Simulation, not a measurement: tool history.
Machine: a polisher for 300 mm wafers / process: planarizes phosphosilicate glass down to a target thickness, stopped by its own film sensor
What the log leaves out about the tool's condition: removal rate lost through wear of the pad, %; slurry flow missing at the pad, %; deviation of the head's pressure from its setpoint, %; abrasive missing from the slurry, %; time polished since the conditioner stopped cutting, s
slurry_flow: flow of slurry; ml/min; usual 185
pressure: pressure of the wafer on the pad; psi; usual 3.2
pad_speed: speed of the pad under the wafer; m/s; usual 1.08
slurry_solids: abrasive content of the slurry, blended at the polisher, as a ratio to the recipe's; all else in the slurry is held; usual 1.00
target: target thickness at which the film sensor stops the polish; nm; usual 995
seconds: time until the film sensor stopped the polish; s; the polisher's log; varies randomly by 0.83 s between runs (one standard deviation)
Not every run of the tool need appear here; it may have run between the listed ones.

run,hour,slurry_flow,pressure,pad_speed,slurry_solids,target,wafers since the last listed run,wafers polished on this pad,hours since the slurry nozzle was cleaned,hours since the head pressure was calibrated,hours since the slurry blender was calibrated,hours since the conditioning disc was replaced,"incoming thickness of the incoming film, nm",seconds
1,0.0,150,3.2,1.08,1.25,995,0,2062,121.6,280.5,42.2,275.8,1587.6,58.2
# hour 35.9: conditioning disc replaced and pad reconditioned
2,80.0,150,3.2,1.08,1.25,995,950,3012,201.6,360.5,122.2,44.1,1630.9,67.1
3,126.1,150,3.2,1.08,1.25,995,561,3574,247.7,406.6,168.3,90.2,1626.2,68.4
4,203.2,185,3.2,1.08,1.00,995,939,4513,324.8,483.7,245.4,167.3,1624.2,75.6
# hour 234.6: worn pad replaced by a new one
5,272.2,185,3.2,1.08,1.00,995,792,457,393.8,552.7,314.4,236.3,1614.0,76.9
6,322.9,185,3.2,1.08,1.00,995,617,1075,444.5,603.4,365.1,287.0,1593.9,75.4
# hour 368.6: conditioning disc replaced and pad reconditioned
7,420.2,185,3.2,1.08,1.00,995,1161,2236,541.8,700.7,462.4,51.6,1614.3,77.5
# hour 423.8: slurry blender recalibrated
# hour 484.7: head pressure recalibrated
8,521.8,185,3.2,1.08,1.00,995,1189,3425,643.4,37.1,98.0,153.2,1623.8,76.5
9,586.0,225,3.2,1.08,1.00,885,782,4208,707.6,101.3,162.2,217.4,1615.5,86.3
# hour 633.9: worn pad replaced by a new one
# hour 641.1: slurry nozzle cleaned
10,685.7,225,3.2,1.08,1.00,885,1153,619,44.6,201.0,261.9,317.1,1642.3,87.2
# hour 758.0: conditioning disc replaced and pad reconditioned
11,759.9,185,3.2,1.08,1.00,995,879,1498,118.8,275.2,336.1,1.9,1622.8,74.9
12,845.0,185,3.2,1.08,1.00,995,1036,2535,203.9,360.3,421.2,87.0,1616.5,76.8
# hour 917.2: slurry blender recalibrated
13,947.4,170,3.2,1.08,1.00,995,1223,3759,306.3,462.7,30.2,189.4,1641.2,70.9
14,1014.8,145,4.2,0.72,1.20,995,821,4580,373.7,530.1,97.6,256.8,1651.0,70.7
# hour 1031.4: worn pad replaced by a new one
15,1069.6,185,3.6,1.44,1.25,1205,618,464,428.5,584.9,152.4,311.6,1616.8,32.4
16,1109.6,210,3.2,1.20,1.25,1115,487,952,468.5,624.9,192.4,351.6,1616.9,50.2
# hour 1142.2: conditioning disc replaced and pad reconditioned
# hour 1177.2: head pressure recalibrated
17,1193.0,125,3.2,1.24,1.00,995,967,1919,551.9,15.8,275.8,50.8,1610.6,76.3
18,1247.7,185,4.3,1.30,1.00,995,666,2586,606.6,70.5,330.5,105.5,1647.4,57.5

Run 19 comes next. What will it give?
19,1342.2,235,3.2,1.20,1.00,995,1151,3737,701.1,165.0,425.0,200.0,1596.2,?

Run 19 yielded seconds 68.4 s.
Without the tool's hidden state the same run would have given seconds 56.0 s.
